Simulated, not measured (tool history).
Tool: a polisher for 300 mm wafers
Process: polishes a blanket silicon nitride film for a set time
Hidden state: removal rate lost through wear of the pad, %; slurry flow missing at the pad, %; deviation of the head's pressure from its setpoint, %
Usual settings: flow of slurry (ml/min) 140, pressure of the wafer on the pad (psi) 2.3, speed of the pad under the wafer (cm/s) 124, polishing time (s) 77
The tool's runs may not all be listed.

| run | day | flow of slurry (ml/min) | pressure of the wafer on the pad (psi) | speed of the pad under the wafer (cm/s) | polishing time (s) | wafers since the last listed run | wafers polished on this pad | hours since the slurry nozzle was cleaned | hours since the head pressure was calibrated | incoming thickness of the incoming film, nm | film removed (Å) |
|---|---|---|---|---|---|---|---|---|---|---|---|
| 1 | 0 | 170 | 2.3 | 124 | 77 | 0 | 42 | 921.9 | 1422.8 | 852.8 | 1136 |
| 2 | 0.279 | 170 | 2.3 | 124 | 77 | 99 | 142 | 928.6 | 1429.5 | 848.7 | 1112 |
| 3 | 0.654 | 140 | 1.9 | 154 | 77 | 133 | 276 | 937.6 | 1438.5 | 869.6 | 1147 |
| 4 | 1.329 | 140 | 1.9 | 154 | 77 | 240 | 517 | 953.8 | 1454.7 | 857.2 | 1132 |
| 5 | 2.029 | 140 | 1.9 | 154 | 77 | 249 | 766 | 970.6 | 1471.5 | 862.7 | 1091 |
| 6 | 2.446 | 140 | 2.3 | 124 | 77 | 148 | 915 | 980.6 | 1481.5 | 859.4 | 1018 |
|  | 2.988 | slurry nozzle cleaned |
|  | 3.179 | worn pad replaced by a new one |
| 7 | 3.2 | 140 | 2.3 | 124 | 77 | 194 | 7 | 5.1 | 1499.6 | 870.1 | 1102 |
| 8 | 3.538 | 140 | 2.3 | 124 | 77 | 120 | 128 | 13.2 | 1507.7 | 864.9 | 1083 |
| 9 | 3.842 | 125 | 2.3 | 106 | 77 | 108 | 236 | 20.5 | 1515 | 861 | 940 |
| 10 | 4.35 | 140 | 3.1 | 82 | 77 | 181 | 418 | 32.7 | 1527.2 | 849.4 | 957 |
|  | 4.696 | head pressure recalibrated |
| 11 | 4.975 | 140 | 2.3 | 124 | 62 | 193 | 611 | 47.7 | 6.7 | 859.3 | 865 |
| 12 | 5.304 | 140 | 1.8 | 124 | 77 | 117 | 729 | 55.6 | 14.6 | 876.6 | 881 |
| 13 | 5.65 | 140 | 1.5 | 138 | 68 | 123 | 852 | 63.9 | 22.9 | 859 | 751 |
| 14 | 5.908 | 140 | 2.3 | 124 | 77 | 92 | 944 | 70.1 | 29.1 | 847.1 | 1020 |

Forecast each of these 5 alternatives for the next run:
| A | 5.925 | 140 | 2.3 | 124 | 77 | 5 | 950 | 70.5 | 29.5 | 861 | ? |
| B | 5.925 | 140 | 2.3 | 124 | 96 | 5 | 950 | 70.5 | 29.5 | 861 | ? |
| C | 5.925 | 155 | 2.3 | 162 | 77 | 5 | 950 | 70.5 | 29.5 | 861 | ? |
| D | 5.925 | 140 | 2 | 124 | 77 | 5 | 950 | 70.5 | 29.5 | 861 | ? |
| E | 5.925 | 125 | 2.3 | 124 | 77 | 5 | 950 | 70.5 | 29.5 | 861 | ? |

| run | film removed (Å) |
|---|---|
| A | 1009 |
| B | 1258 |
| C | 1266 |
| D | 927 |
| E | 993 |
Without the tool's hidden state the same runs would have given:
| run | film removed (Å) |
|---|---|
| A | 1126 |
| B | 1404 |
| C | 1414 |
| D | 1035 |
| E | 1108 |
